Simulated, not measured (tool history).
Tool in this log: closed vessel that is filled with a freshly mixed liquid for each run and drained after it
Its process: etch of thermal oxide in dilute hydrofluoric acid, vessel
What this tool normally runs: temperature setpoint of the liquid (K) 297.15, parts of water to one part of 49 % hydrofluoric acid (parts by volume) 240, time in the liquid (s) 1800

run   hour  temperature setpoint of the liquid (K)  parts of water to one part of 49 % hydrofluoric acid (parts by volume)  time in the liquid (s)  wafers since the last listed run  hours since the thermometer was replaced  hours since the hydrofluoric acid flow meter was replaced  hours since the gauge calibration  read-back film thickness of the thermal oxide reference wafer, read on the same gauge (nm)  thickness taken off the thermal oxide on a monitor wafer (nm)
  1      0                                  294.65                                                                     240                    1800                                 0                                    1787.9                                                      516.7                              455.2                                                                                       29.98                                                          31.45
  2   17.6                                  294.65                                                                     240                    1800                               595                                    1805.5                                                      534.3                              472.8                                                                                       30.01                                                          31.44
      39.8  -- gauge calibrated
  3   45.9                                  299.65                                                                     240                    1800                               957                                    1833.8                                                      562.6                                6.1                                                                                       30.01                                                          36.97
  4   63.7                                  297.15                                                                     240                    2305                               602                                    1851.6                                                      580.4                               23.9                                                                                       30.01                                                          43.13
  5   85.8                                  297.15                                                                     240                    2305                               747                                    1873.7                                                      602.5                                 46                                                                                       29.98                                                          43.29
  6   98.9                                  297.15                                                                     240                    2580                               443                                    1886.8                                                      615.6                               59.1                                                                                       29.99                                                          48.44
  7  118.2                                  297.15                                                                     205                    2525                               652                                    1906.1                                                      634.9                               78.4                                                                                          30                                                          57.88
  8  147.2                                  297.15                                                                     205                    2525                               981                                    1935.1                                                      663.9                              107.4                                                                                          30                                                          58.16
  9  177.1                                  297.15                                                                     240                    1800                              1011                                      1965                                                      693.8                              137.3                                                                                          30                                                          34.85
 10  202.8                                  297.15                                                                     240                    1800                               869                                    1990.7                                                      719.5                                163                                                                                       30.01                                                          34.63
     220.2  -- hydrofluoric acid flow meter replaced
 11  236.9                                  297.15                                                                     240                    1800                              1119                                    2024.8                                                       16.7                              197.1                                                                                       29.99                                                          34.08
 12  258.4                                  297.15                                                                     240                    1800                               727                                    2046.3                                                       38.2                              218.6                                                                                          30                                                          34.04
 13  289.4                                  297.15                                                                     240                    1800                              1048                                    2077.3                                                       69.2                              249.6                                                                                       30.01                                                          34.87
 14  325.2                                  297.15                                                                     240                    1800                              1211                                    2113.1                                                        105                              285.4                                                                                          30                                                          34.41
 15  359.8                                  292.65                                                                     300                     985                              1170                                    2147.7                                                      139.6                                320                                                                                          30                                                          12.33
     370.8  -- thermometer replaced
 16  384.7                                  293.15                                                                     315                    1800                               808                                      13.9                                                      164.5                              344.9                                                                                          30                                                          19.52
 17  404.9                                  297.15                                                                     280                    1510                               683                                      34.1                                                      184.7                              365.1                                                                                       29.99                                                          21.76
 18  440.8                                  295.65                                                                     330                    1800                              1214                                        70                                                      220.6                                401                                                                                          30                                                          19.87
 19    458                                  297.15                                                                     345                    1800                               581                                      87.2                                                      237.8                              418.2                                                                                          30                                                          19.48
 20    478                                  295.15                                                                     240                    1800                               676                                     107.2                                                      257.8                              438.2                                                                                       29.98                                                          29.37
 21  504.4                                  299.65                                                                     240                    1800                               893                                     133.6                                                      284.2                              464.6                                                                                       30.01                                                          34.87
     508.1  -- gauge calibrated
 22    522                                  294.15                                                                     285                    2180                               595                                     151.2                                                      301.8                               13.9                                                                                       29.99                                                          27.71
 23  544.2                                  298.65                                                                     205                    2130                               751                                     173.4                                                        324                               36.1                                                                                          30                                                          47.75
 24  586.6                                  295.65                                                                     185                    1310                              1434                                     215.8                                                      366.4                               78.5                                                                                       29.99                                                          30.11
 25  602.4                                  294.65                                                                     285                    2430                               534                                     231.6                                                      382.2                               94.3                                                                                       30.02                                                          31.48
 26  636.2                                  297.15                                                                     240                    1800                              1143                                     265.4                                                        416                              128.1                                                                                          30                                                          32.04

Alternative continuations, all from the tool just after run 26; predict every row:
  A  637.4                                  297.15                                                                     240                    1800                                40                                     266.6                                                      417.2                              129.3                                                                                           ?                                                              ?
  B  637.4                                  300.15                                                                     240                     920                                40                                     266.6                                                      417.2                              129.3                                                                                           ?                                                              ?
  C  637.4                                  301.15                                                                     340                    1115                                40                                     266.6                                                      417.2                              129.3                                                                                           ?                                                              ?
  D  637.4                                  294.15                                                                     340                    1800                                40                                     266.6                                                      417.2                              129.3                                                                                           ?                                                              ?
  E  637.4                                  293.65                                                                     300                    1115                                40                                     266.6                                                      417.2                              129.3                                                                                           ?                                                              ?

run  read-back film thickness of the thermal oxide reference wafer, read on the same gauge (nm)  thickness taken off the thermal oxide on a monitor wafer (nm)
  A                                                                                       30.01                                                          32.17
  B                                                                                       30.01                                                          18.27
  C                                                                                       30.01                                                          14.52
  D                                                                                       30.01                                                          18.54
  E                                                                                       30.01                                                          13.26
What these runs would have given with no unlogged condition in the tool:
run  thickness taken off the thermal oxide on a monitor wafer (nm)
  A                                                          31.52
  B                                                          17.91
  C                                                          14.26
  D                                                          18.18
  E                                                          12.99

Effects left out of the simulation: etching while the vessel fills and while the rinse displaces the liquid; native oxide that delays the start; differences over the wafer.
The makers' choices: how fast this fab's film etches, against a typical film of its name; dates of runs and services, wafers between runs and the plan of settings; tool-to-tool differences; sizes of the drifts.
